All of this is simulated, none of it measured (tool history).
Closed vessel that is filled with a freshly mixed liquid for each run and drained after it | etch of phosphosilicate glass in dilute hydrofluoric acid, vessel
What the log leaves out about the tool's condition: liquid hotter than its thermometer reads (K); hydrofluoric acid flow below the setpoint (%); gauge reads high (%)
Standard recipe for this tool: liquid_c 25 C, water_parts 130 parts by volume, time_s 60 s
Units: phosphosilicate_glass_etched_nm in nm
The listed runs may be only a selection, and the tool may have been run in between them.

| run | hour | liquid_c | water_parts | time_s | wafers since the last listed run | hours since the thermometer was replaced | hours since the hydrofluoric acid flow meter was replaced | hours since the gauge calibration | read-back film thickness of the phosphosilicate glass reference wafer, read on the same gauge (nm) | phosphosilicate_glass_etched_nm |
|---|---|---|---|---|---|---|---|---|---|---|
| 1 | 0 | 25 | 130 | 60 | 0 | 2528.6 | 1473.6 | 1055.1 | 142.55 | 31.07 |
| 2 | 24 | 25 | 130 | 60 | 3300 | 2552.6 | 1497.6 | 1079.1 | 142.63 | 31.37 |
| 3 | 60.9 | 25 | 130 | 60 | 5073 | 2589.5 | 1534.5 | 1116 | 142.8 | 31.45 |
|  | 113 | hydrofluoric acid flow meter replaced |
| 4 | 123.7 | 25 | 130 | 60 | 8497 | 2652.3 | 10.7 | 1178.8 | 143.07 | 31.58 |
| 5 | 169.8 | 25 | 130 | 60 | 6339 | 2698.4 | 56.8 | 1224.9 | 143.26 | 31.39 |
| 6 | 216.8 | 25 | 130 | 60 | 6462 | 2745.4 | 103.8 | 1271.9 | 143.5 | 31.28 |
| 7 | 271.7 | 25 | 130 | 60 | 7549 | 2800.3 | 158.7 | 1326.8 | 143.76 | 31.73 |
| 8 | 325.9 | 25 | 130 | 60 | 7452 | 2854.5 | 212.9 | 1381 | 144.07 | 31.86 |
| 9 | 352.3 | 25 | 130 | 60 | 3630 | 2880.9 | 239.3 | 1407.4 | 144.2 | 31.71 |
| 10 | 421.5 | 25 | 130 | 60 | 9515 | 2950.1 | 308.5 | 1476.6 | 144.57 | 31.28 |
|  | 438 | gauge calibrated |
| 11 | 449.5 | 25 | 105 | 60 | 3850 | 2978.1 | 336.5 | 11.5 | 139.96 | 38.81 |
| 12 | 487 | 25 | 105 | 60 | 5156 | 3015.6 | 374 | 49 | 139.96 | 39.01 |
| 13 | 545.5 | 25 | 150 | 60 | 8044 | 3074.1 | 432.5 | 107.5 | 139.98 | 25.73 |
| 14 | 570.6 | 25 | 130 | 60 | 3451 | 3099.2 | 457.6 | 132.6 | 140 | 30.81 |
|  | 602 | thermometer replaced |
| 15 | 614 | 25 | 130 | 60 | 5830 | 12 | 501 | 176 | 140.01 | 30.68 |
| 16 | 645.4 | 23.5 | 80 | 30 | 4317 | 43.4 | 532.4 | 207.4 | 140.04 | 24.85 |
| 17 | 713.5 | 28 | 130 | 60 | 9364 | 111.5 | 600.5 | 275.5 | 140.1 | 34.19 |
| 18 | 741.6 | 25 | 170 | 60 | 3863 | 139.6 | 628.6 | 303.6 | 140.12 | 22.51 |
| 19 | 797.9 | 22 | 70 | 75 | 7741 | 195.9 | 684.9 | 359.9 | 140.21 | 68.91 |
| 20 | 849.6 | 22 | 185 | 60 | 7109 | 247.6 | 736.6 | 411.6 | 140.27 | 17.9 |
| 21 | 891.9 | 22 | 195 | 80 | 5816 | 289.9 | 778.9 | 453.9 | 140.34 | 22.85 |
| 22 | 980.2 | 25 | 110 | 60 | 12141 | 378.2 | 867.2 | 542.2 | 140.52 | 37.13 |
| 23 | 1046.6 | 25 | 130 | 60 | 9130 | 444.6 | 933.6 | 608.6 | 140.68 | 30.71 |
| 24 | 1083.5 | 27 | 105 | 45 | 5073 | 481.5 | 970.5 | 645.5 | 140.73 | 31.98 |
| 25 | 1143.5 | 23 | 70 | 40 | 8250 | 541.5 | 1030.5 | 705.5 | 140.9 | 37.86 |
| 26 | 1197.6 | 25 | 130 | 90 | 7439 | 595.6 | 1084.6 | 759.6 | 141.05 | 46.23 |
| 27 | 1264.4 | 27 | 170 | 85 | 9185 | 662.4 | 1151.4 | 826.4 | 141.23 | 34.39 |
| 28 | 1317.6 | 25 | 130 | 60 | 7315 | 715.6 | 1204.6 | 879.6 | 141.42 | 31.26 |
| 29 | 1369.8 | 25 | 75 | 60 | 7177 | 767.8 | 1256.8 | 931.8 | 141.6 | 57.55 |
| 30 | 1398.5 | 22 | 85 | 80 | 3946 | 796.5 | 1285.5 | 960.5 | 141.72 | 59.07 |
| 31 | 1434.9 | 25 | 130 | 60 | 5005 | 832.9 | 1321.9 | 996.9 | 141.85 | 31.36 |

Consider 5 possible next runs. They are alternatives, not a sequence: every one starts from the tool as it was left by run 31. What does each give?
| A | 1435.6 | 22 | 130 | 60 | 96 | 833.6 | 1322.6 | 997.6 | ? | ? |
| B | 1435.6 | 20.5 | 100 | 70 | 96 | 833.6 | 1322.6 | 997.6 | ? | ? |
| C | 1435.6 | 29.5 | 130 | 75 | 96 | 833.6 | 1322.6 | 997.6 | ? | ? |
| D | 1435.6 | 23.5 | 65 | 70 | 96 | 833.6 | 1322.6 | 997.6 | ? | ? |
| E | 1435.6 | 22.5 | 90 | 30 | 96 | 833.6 | 1322.6 | 997.6 | ? | ? |

| run | read-back film thickness of the phosphosilicate glass reference wafer, read on the same gauge (nm) | phosphosilicate_glass_etched_nm |
|---|---|---|
| A | 141.85 | 27.77 |
| B | 141.85 | 41.01 |
| C | 141.85 | 46.19 |
| D | 141.85 | 74.38 |
| E | 141.85 | 21.43 |
Without the tool's hidden state the same runs would have given:
| run | phosphosilicate_glass_etched_nm |
|---|---|
| A | 27.4 |
| B | 40.47 |
| C | 45.59 |
| D | 73.42 |
| E | 21.15 |

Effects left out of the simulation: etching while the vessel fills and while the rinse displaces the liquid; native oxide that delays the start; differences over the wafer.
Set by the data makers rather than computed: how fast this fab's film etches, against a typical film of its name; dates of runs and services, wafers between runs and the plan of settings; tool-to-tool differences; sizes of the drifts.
